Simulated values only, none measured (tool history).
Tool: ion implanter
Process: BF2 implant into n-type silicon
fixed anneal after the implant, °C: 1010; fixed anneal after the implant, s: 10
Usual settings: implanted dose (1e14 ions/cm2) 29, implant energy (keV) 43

run	hour	implanted dose (1e14 ions/cm2)	implant energy (keV)	wafers since the last listed run	hours since the last dose calibration	hours since the extraction supply was calibrated	hours since the gauge calibration	read-back reference wafer on the same gauge, sheet resistance	sheet resistance of the implanted and annealed layer (ohm/square)
1	0	29	43	0	879.1	4938.9	262.6	102.81	118.7
2	56.9	29	43	959	936	4995.8	319.5	103.4	118.83
3	83.1	29	39.5	441	962.2	5022	345.7	103.36	125.03
4	100.7	29	39.5	296	979.8	5039.6	363.3	103.59	124.53
5	124.9	29	33.5	407	1004	5063.8	387.5	103.73	137.06
# hour 125.3: gauge calibrated
6	140.3	29	33.5	259	1019.4	5079.2	15	101.94	135.46
# hour 159.2: Faraday cup replaced and dose calibrated
7	172.8	29	33.5	413	13.6	5111.7	47.5	102.23	135.17
8	202.5	23.61	50.5	500	43.3	5141.4	77.2	102.02	109.13
9	214.5	29	43	202	55.3	5153.4	89.2	102.2	117.44
10	242.1	37.21	34	465	82.9	5181	116.8	102.39	130.08
11	263.8	22.23	58	365	104.6	5202.7	138.5	102.59	100.6
# hour 284.7: extraction supply calibrated
12	293.1	29	43	359	133.9	8.4	167.8	102.54	117.36
13	313	20.62	38.5	335	153.8	28.3	187.7	102.51	127.78
14	340.6	31.62	43	465	181.4	55.9	215.3	102.62	117.64
15	376.1	31.97	34	598	216.9	91.4	250.8	102.65	133.43

Hidden state or all else? Some run-to-run changes of sheet resistance of the implanted and annealed layer (ohm/square), split into what the settings, what came in and random variation would give without the hidden state, and what is left for the hidden state (with any gauge scatter that isn't in both results):
The hidden state here: deviation of the true dose from the Faraday cup's reading, %; deviation of the true energy from its setpoint, %; gauge reads high (%).
Run 5 -> 6: gauge calibrated. sheet resistance of the implanted and annealed layer (ohm/square) -1.6: hidden state -2.13, all else +0.53.
Run 10 -> 11: implanted dose (1e14 ions/cm2) 37.21 -> 22.23, implant energy (keV) 34 -> 58. sheet resistance of the implanted and annealed layer (ohm/square) -29.48: hidden state +0.02, all else -29.5.
